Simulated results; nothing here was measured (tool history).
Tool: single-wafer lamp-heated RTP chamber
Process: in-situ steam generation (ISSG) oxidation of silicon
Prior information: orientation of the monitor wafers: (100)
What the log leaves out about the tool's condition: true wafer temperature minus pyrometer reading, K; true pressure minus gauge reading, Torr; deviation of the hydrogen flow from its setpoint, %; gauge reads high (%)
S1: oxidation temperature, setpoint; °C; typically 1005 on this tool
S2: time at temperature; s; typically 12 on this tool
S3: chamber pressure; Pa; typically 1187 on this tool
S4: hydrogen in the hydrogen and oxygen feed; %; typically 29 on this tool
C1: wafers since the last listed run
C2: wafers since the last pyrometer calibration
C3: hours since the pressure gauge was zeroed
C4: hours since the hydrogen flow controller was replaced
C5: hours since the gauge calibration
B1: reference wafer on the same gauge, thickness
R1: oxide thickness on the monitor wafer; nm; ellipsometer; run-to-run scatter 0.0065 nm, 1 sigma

run	day	S1	S2	S3	S4	C1	C2	C3	C4	C5	B1	R1
1	0.000	1005	12	1053	29	0	6347	1712.6	3804.2	244.8	3.659	4.460
2	1.238	1005	12	1053	29	486	6833	1742.3	3833.9	274.5	3.659	4.479
# day 2.225: pyrometer window cleaned and pyrometer calibrated
3	2.246	1005	12	1187	29	265	8	1766.5	3858.1	298.7	3.657	4.342
4	3.521	1005	12	1187	29	501	510	1797.1	3888.7	329.3	3.659	4.355
5	4.517	1005	12	1187	29	391	901	1821.0	3912.6	353.2	3.658	4.358
# day 5.033: gauge calibrated
6	5.350	1005	12	1187	29	327	1229	1841.0	3932.6	7.6	3.661	4.369
7	5.892	1005	12	1187	29	212	1441	1854.0	3945.6	20.6	3.663	4.378
8	6.800	1005	12	1187	29	357	1799	1875.8	3967.4	42.4	3.660	4.368
9	7.825	1005	12	1187	29	402	2201	1900.4	3992.0	67.0	3.662	4.377
10	8.621	1005	12	1187	29	312	2514	1919.5	4011.1	86.1	3.659	4.375
11	9.254	1005	12	1187	29	248	2763	1934.7	4026.3	101.3	3.660	4.380
12	10.554	1005	10	1347	29	510	3274	1965.9	4057.5	132.5	3.658	3.949
13	11.562	1005	8	1187	29	396	3670	1990.1	4081.7	156.7	3.662	3.699
# day 12.383: pressure gauge zeroed
14	12.542	1005	14	1187	29	253	3924	3.8	4105.2	180.2	3.660	4.695
15	13.942	999	17	1093	29	550	4475	37.4	4138.8	213.8	3.659	5.038
16	15.421	1005	12	1187	29	581	5056	72.9	4174.3	249.3	3.658	4.396
17	16.829	1005	12	1187	20	553	5610	106.7	4208.1	283.1	3.660	4.007
18	17.712	1005	12	1187	23	347	5957	127.9	4229.3	304.3	3.659	4.147
# day 17.854: gauge calibrated
# day 18.246: hydrogen flow controller replaced
# day 18.475: pyrometer window cleaned and pyrometer calibrated
19	18.946	987	12	1187	29	264	185	157.5	16.8	26.2	3.659	4.094
20	19.733	999	17	1093	29	309	495	176.4	35.7	45.1	3.657	5.001
21	20.412	1024	12	1093	29	266	762	192.7	52.0	61.4	3.659	4.738
22	21.133	1005	12	1187	32	283	1045	210.0	69.3	78.7	3.660	4.480
23	22.575	986	15	1107	29	566	1612	244.6	103.9	113.3	3.659	4.515
24	23.688	1005	12	1053	29	437	2049	271.3	130.6	140.0	3.663	4.416
25	24.508	1005	12	1187	29	322	2372	291.0	150.3	159.7	3.661	4.365

Across each entry between runs, compare the hidden state at the last listed run before it with the hidden state at the first listed run after it:
Between runs 2 and 3: pyrometer window cleaned and pyrometer calibrated (day 2.225)
  true wafer temperature minus pyrometer reading, K: 4.28 -> 0.165
  the result without the hidden state subtracted from the measured one, R1: +0.069 -> +0.002 nm
Between runs 5 and 6: gauge calibrated (day 5.033)
  true wafer temperature minus pyrometer reading, K: 0.719 -> 0.922
  the result without the hidden state subtracted from the measured one, R1: +0.011 -> +0.015 nm
Between runs 13 and 14: pressure gauge zeroed (day 12.383)
  true wafer temperature minus pyrometer reading, K: 2.44 -> 2.68
  the result without the hidden state subtracted from the measured one, R1: +0.028 -> +0.048 nm
Between runs 18 and 19: gauge calibrated (day 17.854); hydrogen flow controller replaced (day 18.246); pyrometer window cleaned and pyrometer calibrated (day 18.475)
  true wafer temperature minus pyrometer reading, K: 3.94 -> 0.148
  the result without the hidden state subtracted from the measured one, R1: +0.058 -> +0.002 nm

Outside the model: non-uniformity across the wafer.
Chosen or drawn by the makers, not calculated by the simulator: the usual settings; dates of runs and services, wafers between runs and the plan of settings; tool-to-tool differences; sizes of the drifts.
